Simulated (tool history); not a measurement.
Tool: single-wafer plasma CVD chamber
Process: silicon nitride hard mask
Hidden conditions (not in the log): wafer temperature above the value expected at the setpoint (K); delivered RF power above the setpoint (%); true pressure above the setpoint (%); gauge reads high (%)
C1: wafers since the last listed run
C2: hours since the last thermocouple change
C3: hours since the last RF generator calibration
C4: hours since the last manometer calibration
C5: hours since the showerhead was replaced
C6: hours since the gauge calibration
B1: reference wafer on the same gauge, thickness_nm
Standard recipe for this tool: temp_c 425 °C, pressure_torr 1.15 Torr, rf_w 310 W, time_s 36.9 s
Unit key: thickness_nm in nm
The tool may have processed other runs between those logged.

run 1 hour=0 | temp_c=425 pressure_torr=1.15 rf_w=310 time_s=40.1 | C1=0 C2=237.6 C3=1504.5 C4=2593.8 C5=6142.4 C6=1991.4 | B1=42.674 | thickness_nm=43.383
run 2 hour=73.4 | temp_c=425 pressure_torr=1.15 rf_w=310 time_s=36.9 | C1=915 C2=311 C3=1577.9 C4=2667.2 C5=6215.8 C6=2064.8 | B1=42.7 | thickness_nm=39.588
run 3 hour=148.8 | temp_c=425 pressure_torr=1.15 rf_w=310 time_s=36.9 | C1=940 C2=386.4 C3=1653.3 C4=2742.6 C5=6291.2 C6=2140.2 | B1=42.662 | thickness_nm=40.19
-- hour=237.1 gauge calibrated
-- hour=245.4 RF generator calibrated
run 4 hour=245.9 | temp_c=417 pressure_torr=1.15 rf_w=310 time_s=36.9 | C1=1111 C2=483.5 C3=0.5 C4=2839.7 C5=6388.3 C6=8.8 | B1=42.733 | thickness_nm=40.383
run 5 hour=348.5 | temp_c=429 pressure_torr=1.15 rf_w=310 time_s=39.4 | C1=1280 C2=586.1 C3=103.1 C4=2942.3 C5=6490.9 C6=111.4 | B1=42.671 | thickness_nm=42.758
run 6 hour=455.1 | temp_c=429 pressure_torr=1.15 rf_w=310 time_s=39.4 | C1=1330 C2=692.7 C3=209.7 C4=3048.9 C5=6597.5 C6=218 | B1=42.696 | thickness_nm=42.7
-- hour=478.5 capacitance manometer re-zeroed and calibrated
run 7 hour=530.8 | temp_c=429 pressure_torr=1.15 rf_w=310 time_s=39.4 | C1=844 C2=768.4 C3=285.4 C4=52.3 C5=6673.2 C6=293.7 | B1=42.751 | thickness_nm=40.923
run 8 hour=571.4 | temp_c=425 pressure_torr=0.99 rf_w=310 time_s=36.9 | C1=506 C2=809 C3=326 C4=92.9 C5=6713.8 C6=334.3 | B1=42.705 | thickness_nm=35.845
run 9 hour=619.7 | temp_c=425 pressure_torr=0.99 rf_w=310 time_s=36.9 | C1=602 C2=857.3 C3=374.3 C4=141.2 C5=6762.1 C6=382.6 | B1=42.704 | thickness_nm=35.857
run 10 hour=681.3 | temp_c=425 pressure_torr=1.15 rf_w=310 time_s=42.5 | C1=768 C2=918.9 C3=435.9 C4=202.8 C5=6823.7 C6=444.2 | B1=42.693 | thickness_nm=44.343
run 11 hour=789.1 | temp_c=425 pressure_torr=1.15 rf_w=310 time_s=36.9 | C1=1345 C2=1026.7 C3=543.7 C4=310.6 C5=6931.5 C6=552 | B1=42.713 | thickness_nm=38.326
run 12 hour=825.3 | temp_c=419 pressure_torr=1.34 rf_w=280 time_s=36.9 | C1=451 C2=1062.9 C3=579.9 C4=346.8 C5=6967.7 C6=588.2 | B1=42.715 | thickness_nm=37.549
-- hour=861.4 thermocouple changed; heater temperature recalibrated
run 13 hour=886.3 | temp_c=414 pressure_torr=1.15 rf_w=280 time_s=36.9 | C1=661 C2=24.9 C3=640.9 C4=407.8 C5=7028.7 C6=649.2 | B1=42.699 | thickness_nm=35.28
run 14 hour=969.5 | temp_c=419 pressure_torr=1.34 rf_w=280 time_s=36.9 | C1=1038 C2=108.1 C3=724.1 C4=491 C5=7111.9 C6=732.4 | B1=42.669 | thickness_nm=37.558
run 15 hour=1040 | temp_c=433 pressure_torr=1.33 rf_w=310 time_s=36.9 | C1=879 C2=178.6 C3=794.6 C4=561.5 C5=7182.4 C6=802.9 | B1=42.685 | thickness_nm=41.365
run 16 hour=1106.7 | temp_c=420 pressure_torr=1.01 rf_w=360 time_s=29.8 | C1=832 C2=245.3 C3=861.3 C4=628.2 C5=7249.1 C6=869.6 | B1=42.715 | thickness_nm=33.206
run 17 hour=1163.2 | temp_c=425 pressure_torr=1.15 rf_w=325 time_s=36.9 | C1=705 C2=301.8 C3=917.8 C4=684.7 C5=7305.6 C6=926.1 | B1=42.659 | thickness_nm=40.528
run 18 hour=1227.5 | temp_c=432 pressure_torr=1 rf_w=340 time_s=36.9 | C1=802 C2=366.1 C3=982.1 C4=749 C5=7369.9 C6=990.4 | B1=42.69 | thickness_nm=39.036
-- hour=1331.8 showerhead replaced
run 19 hour=1536.6 | temp_c=429 pressure_torr=1.15 rf_w=335 time_s=36.9 | C1=3757 C2=675.2 C3=1291.2 C4=1058.1 C5=204.8 C6=1299.5 | B1=42.689 | thickness_nm=41.526
run 20 hour=1618.4 | temp_c=425 pressure_torr=1.15 rf_w=310 time_s=36.9 | C1=1020 C2=757 C3=1373 C4=1139.9 C5=286.6 C6=1381.3 | B1=42.74 | thickness_nm=38.97
run 21 hour=1695.1 | temp_c=425 pressure_torr=0.93 rf_w=310 time_s=36.9 | C1=957 C2=833.7 C3=1449.7 C4=1216.6 C5=363.3 C6=1458 | B1=42.701 | thickness_nm=35.077
run 22 hour=1745.1 | temp_c=425 pressure_torr=1.15 rf_w=310 time_s=44.3 | C1=623 C2=883.7 C3=1499.7 C4=1266.6 C5=413.3 C6=1508 | B1=42.71 | thickness_nm=46.504
run 23 hour=1828.4 | temp_c=425 pressure_torr=0.98 rf_w=310 time_s=33.1 | C1=1039 C2=967 C3=1583 C4=1349.9 C5=496.6 C6=1591.3 | B1=42.678 | thickness_nm=32.44
run 24 hour=1921.6 | temp_c=425 pressure_torr=1.06 rf_w=310 time_s=36.9 | C1=1163 C2=1060.2 C3=1676.2 C4=1443.1 C5=589.8 C6=1684.5 | B1=42.674 | thickness_nm=37.473
-- hour=1953.7 RF generator calibrated
-- hour=1971.3 thermocouple changed; heater temperature recalibrated
run 25 hour=1991.4 | temp_c=425 pressure_torr=1.05 rf_w=310 time_s=36.9 | C1=671 C2=20.1 C3=37.7 C4=1512.9 C5=659.6 C6=1754.3 | B1=42.719 | thickness_nm=37.511

Forecast run 26:
run 26 hour=2094.1 | temp_c=425 pressure_torr=0.93 rf_w=365 time_s=38.9 | C1=1281 C2=122.8 C3=140.4 C4=1615.6 C5=762.3 C6=1857 | B1=? | thickness_nm=?

Run 26 came out at B1 42.676, thickness_nm 42.72 nm.
Were there no unlogged condition in the tool, this run, its random variation unchanged, would have produced thickness_nm 41.686 nm.
